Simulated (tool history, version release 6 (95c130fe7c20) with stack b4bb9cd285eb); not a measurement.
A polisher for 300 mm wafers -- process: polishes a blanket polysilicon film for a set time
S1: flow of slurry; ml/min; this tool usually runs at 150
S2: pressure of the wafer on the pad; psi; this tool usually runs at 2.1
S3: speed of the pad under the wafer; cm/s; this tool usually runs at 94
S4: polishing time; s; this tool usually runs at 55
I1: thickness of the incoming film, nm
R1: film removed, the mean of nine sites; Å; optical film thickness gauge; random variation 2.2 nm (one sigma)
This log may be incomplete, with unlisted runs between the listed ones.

run 1 day=0.000 | S1=150 S2=2.1 S3=94 S4=55 | I1=1366.6 | R1=3071
run 2 day=1.458 | S1=150 S2=2.1 S3=94 S4=55 | I1=1348.0 | R1=3071
-- day=2.521 head pressure recalibrated
run 3 day=4.162 | S1=150 S2=2.1 S3=94 S4=55 | I1=1354.3 | R1=3151
-- day=8.075 worn pad replaced by a new one
run 4 day=9.571 | S1=150 S2=2.1 S3=94 S4=55 | I1=1356.4 | R1=3119
-- day=10.675 slurry nozzle cleaned
run 5 day=10.950 | S1=150 S2=2.1 S3=94 S4=55 | I1=1355.6 | R1=3127
run 6 day=16.829 | S1=150 S2=1.7 S3=94 S4=41 | I1=1373.3 | R1=1940
run 7 day=17.908 | S1=150 S2=1.7 S3=94 S4=41 | I1=1358.3 | R1=1902
run 8 day=18.958 | S1=150 S2=1.7 S3=94 S4=41 | I1=1366.0 | R1=1913
-- day=19.221 worn pad replaced by a new one
run 9 day=26.746 | S1=150 S2=2.1 S3=94 S4=55 | I1=1384.6 | R1=3123
run 10 day=28.692 | S1=150 S2=2.1 S3=94 S4=55 | I1=1342.1 | R1=3082
run 11 day=30.879 | S1=150 S2=2.1 S3=94 S4=55 | I1=1370.3 | R1=3105
run 12 day=32.454 | S1=150 S2=2.1 S3=94 S4=55 | I1=1366.7 | R1=3093
-- day=33.242 worn pad replaced by a new one
run 13 day=34.704 | S1=150 S2=2.1 S3=94 S4=55 | I1=1369.9 | R1=3098
-- day=35.112 head pressure recalibrated
run 14 day=36.779 | S1=170 S2=2.8 S3=94 S4=55 | I1=1365.6 | R1=4257
run 15 day=38.104 | S1=115 S2=2.6 S3=94 S4=48 | I1=1343.3 | R1=3237
run 16 day=40.917 | S1=105 S2=2.5 S3=94 S4=38 | I1=1372.2 | R1=2452
-- day=41.804 slurry nozzle cleaned
run 17 day=42.525 | S1=180 S2=2.1 S3=102 S4=55 | I1=1364.9 | R1=3489
-- day=44.775 worn pad replaced by a new one, of another model than before
run 18 day=44.796 | S1=150 S2=2.1 S3=94 S4=55 | I1=1356.8 | R1=3206
run 19 day=47.350 | S1=150 S2=2.1 S3=94 S4=41 | I1=1384.4 | R1=2367
run 20 day=49.783 | S1=175 S2=2.1 S3=72 S4=55 | I1=1381.5 | R1=2876
run 21 day=51.125 | S1=150 S2=2.1 S3=94 S4=55 | I1=1359.5 | R1=3158
run 22 day=52.379 | S1=150 S2=1.6 S3=106 S4=46 | I1=1374.0 | R1=2416
run 23 day=55.329 | S1=150 S2=2.1 S3=74 S4=70 | I1=1369.3 | R1=3622
run 24 day=57.146 | S1=150 S2=2.1 S3=94 S4=55 | I1=1364.0 | R1=3187
-- day=57.392 worn pad replaced by a new one
run 25 day=59.546 | S1=150 S2=1.7 S3=94 S4=37 | I1=1388.0 | R1=1840
run 26 day=61.238 | S1=115 S2=2.6 S3=94 S4=48 | I1=1355.4 | R1=3083
run 27 day=62.367 | S1=150 S2=2.1 S3=94 S4=55 | I1=1380.9 | R1=3134

Some steps in R1, run to run, broken into two amounts with sign: the step expected even without the hidden condition (settings, incoming material, random variation), and the rest, left for the hidden condition together with whatever gauge scatter is not in both the measured and the hidden-condition-free result:
Hidden state at play: removal rate lost through wear of the pad, %; slurry flow missing at the pad, %; deviation of the head's pressure from its setpoint, %.
Run 2 -> 3: head pressure recalibrated. R1 +80 Å: hidden state +63, all else +17.
Run 13 -> 14: S1 150 -> 170, S2 2.1 -> 2.8, head pressure recalibrated. R1 +1159 Å: hidden state +94, all else +1065.
Run 24 -> 25: S2 2.1 -> 1.7, S4 55 -> 37, worn pad replaced by a new one. R1 -1347 Å: hidden state +12, all else -1359.
Run 25 -> 26: S1 150 -> 115, S2 1.7 -> 2.6, S4 37 -> 48. R1 +1243 Å: hidden state -17, all else +1260.

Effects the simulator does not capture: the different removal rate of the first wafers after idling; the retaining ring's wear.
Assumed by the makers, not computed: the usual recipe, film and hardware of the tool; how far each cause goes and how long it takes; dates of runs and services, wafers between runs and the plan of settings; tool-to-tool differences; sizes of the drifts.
